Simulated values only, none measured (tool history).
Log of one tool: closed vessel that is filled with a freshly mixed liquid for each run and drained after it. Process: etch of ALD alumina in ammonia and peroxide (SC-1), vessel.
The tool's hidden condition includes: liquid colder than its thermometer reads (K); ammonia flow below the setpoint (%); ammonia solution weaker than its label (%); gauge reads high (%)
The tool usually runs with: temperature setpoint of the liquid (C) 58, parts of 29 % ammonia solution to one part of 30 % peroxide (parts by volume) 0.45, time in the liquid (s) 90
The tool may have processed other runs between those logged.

run    hour  temperature setpoint of the liquid (C)  parts of 29 % ammonia solution to one part of 30 % peroxide (parts by volume)  time in the liquid (s)  wafers since the last listed run  hours since the thermometer was replaced  hours since the ammonia flow meter was replaced  hours since the drum of ammonia solution was connected  hours since the gauge calibration  read-back film thickness of the ALD alumina reference wafer, read on the same gauge (nm)  thickness taken off the ALD alumina on a monitor wafer (angstrom)
  1       0                                      58                                                                           0.45                      90                                 0                                    2612.6                                           1997.5                                                   775.5                               1414                                                                                    86.869                                                              42.09
  2    51.8                                      51                                                                           0.55                      90                              3694                                    2664.4                                           2049.3                                                   827.3                             1465.8                                                                                    86.513                                                              30.06
  3    99.6                                      58                                                                           0.45                     110                              3409                                    2712.2                                           2097.1                                                   875.1                             1513.6                                                                                    86.303                                                              50.87
  4   170.4                                      58                                                                           0.45                     110                              5050                                      2783                                           2167.9                                                   945.9                             1584.4                                                                                    85.872                                                              50.68
  5   200.2                                    53.5                                                                           0.45                      90                              2125                                    2812.8                                           2197.7                                                   975.7                             1614.2                                                                                    85.721                                                              33.22
  6   231.6                                      58                                                                           0.45                      90                              2239                                    2844.2                                           2229.1                                                  1007.1                             1645.6                                                                                    85.534                                                              41.58
        287  -- new drum of ammonia solution connected
  7   303.6                                      58                                                                           0.45                      90                              5064                                    2916.2                                           2301.1                                                    16.6                             1717.6                                                                                    85.073                                                              41.24
      307.5  -- thermometer replaced
  8   342.3                                      58                                                                           0.45                      90                              2689                                      34.8                                           2339.8                                                    55.3                             1756.3                                                                                    84.797                                                              41.25
  9   374.8                                      58                                                                           0.45                      90                              2318                                      67.3                                           2372.3                                                    87.8                             1788.8                                                                                    84.583                                                              41.09
 10   434.7                                      58                                                                           0.45                      90                              4272                                     127.2                                           2432.2                                                   147.7                             1848.7                                                                                    84.192                                                              41.02
 11   465.3                                      63                                                                           0.35                      90                              2182                                     157.8                                           2462.8                                                   178.3                             1879.3                                                                                    84.004                                                              52.36
      509.7  -- ammonia flow meter replaced
 12   510.2                                    65.5                                                                            0.4                      75                              3131                                     202.7                                              0.5                                                   223.2                             1924.2                                                                                    83.655                                                              49.41
 13   577.8                                    53.5                                                                            0.4                      45                              4821                                     270.3                                             68.1                                                   290.8                             1991.8                                                                                    83.168                                                              16.05
 14   627.1                                      58                                                                           0.45                      90                              3516                                     319.6                                            117.4                                                   340.1                             2041.1                                                                                    82.827                                                              40.54
 15   661.8                                      58                                                                           0.45                      90                              2475                                     354.3                                            152.1                                                   374.8                             2075.8                                                                                    82.548                                                              40.33
 16   733.3                                      58                                                                           0.45                     140                              5100                                     425.8                                            223.6                                                   446.3                             2147.3                                                                                    82.001                                                              62.25
 17   770.9                                      58                                                                           0.45                      75                              2681                                     463.4                                            261.2                                                   483.9                             2184.9                                                                                     81.68                                                              33.88
      779.5  -- gauge calibrated
 18   822.4                                    52.5                                                                            0.6                      90                              3673                                     514.9                                            312.7                                                   535.4                               42.9                                                                                    90.596                                                               33.6
 19     863                                      66                                                                           0.35                      50                              2895                                     555.5                                            353.3                                                     576                               83.5                                                                                    90.545                                                              36.56
 20   902.9                                      58                                                                           0.45                      90                              2846                                     595.4                                            393.2                                                   615.9                              123.4                                                                                    90.559                                                              43.83
 21   927.2                                    61.5                                                                           0.35                     110                              1733                                     619.7                                            417.5                                                   640.2                              147.7                                                                                    90.557                                                              63.54
 22   967.1                                      58                                                                           0.65                      65                              2846                                     659.6                                            457.4                                                   680.1                              187.6                                                                                     90.52                                                              33.13
 23  1022.2                                      65                                                                           0.35                     120                              3930                                     714.7                                            512.5                                                   735.2                              242.7                                                                                    90.477                                                               82.7
 24  1063.3                                      58                                                                           0.45                      90                              2931                                     755.8                                            553.6                                                   776.3                              283.8                                                                                    90.471                                                              43.85
 25    1107                                    65.5                                                                           0.55                      40                              3117                                     799.5                                            597.3                                                     820                              327.5                                                                                    90.395                                                              29.45
 26  1143.9                                    65.5                                                                           0.65                     140                              2632                                     836.4                                            634.2                                                   856.9                              364.4                                                                                     90.36                                                              102.5
 27  1195.3                                      58                                                                           0.45                      90                              3666                                     887.8                                            685.6                                                   908.3                              415.8                                                                                    90.291                                                              44.23
 28  1222.6                                      58                                                                           0.65                      65                              1947                                     915.1                                            712.9                                                   935.6                              443.1                                                                                     90.25                                                              33.21
 29  1271.7                                      58                                                                           0.45                      90                              3502                                     964.2                                              762                                                   984.7                              492.2                                                                                    90.135                                                              43.85

Predict each of these 4 candidate next runs independently; none follows another, all start after run 29:
  A  1272.4                                      58                                                                           0.45                     145                                49                                     964.9                                            762.7                                                   985.4                              492.9                                                                                         ?                                                                  ?
  B  1272.4                                      58                                                                           0.25                     125                                49                                     964.9                                            762.7                                                   985.4                              492.9                                                                                         ?                                                                  ?
  C  1272.4                                      58                                                                            0.3                     110                                49                                     964.9                                            762.7                                                   985.4                              492.9                                                                                         ?                                                                  ?
  D  1272.4                                      58                                                                            0.3                     135                                49                                     964.9                                            762.7                                                   985.4                              492.9                                                                                         ?                                                                  ?

run  read-back film thickness of the ALD alumina reference wafer, read on the same gauge (nm)  thickness taken off the ALD alumina on a monitor wafer (angstrom)
  A                                                                                    90.131                                                              71.03
  B                                                                                    90.131                                                              57.91
  C                                                                                    90.131                                                              51.85
  D                                                                                    90.131                                                              63.64
What these runs would have given with no unlogged condition in the tool:
run  thickness taken off the ALD alumina on a monitor wafer (angstrom)
  A                                                              70.91
  B                                                              57.82
  C                                                              51.77
  D                                                              63.53
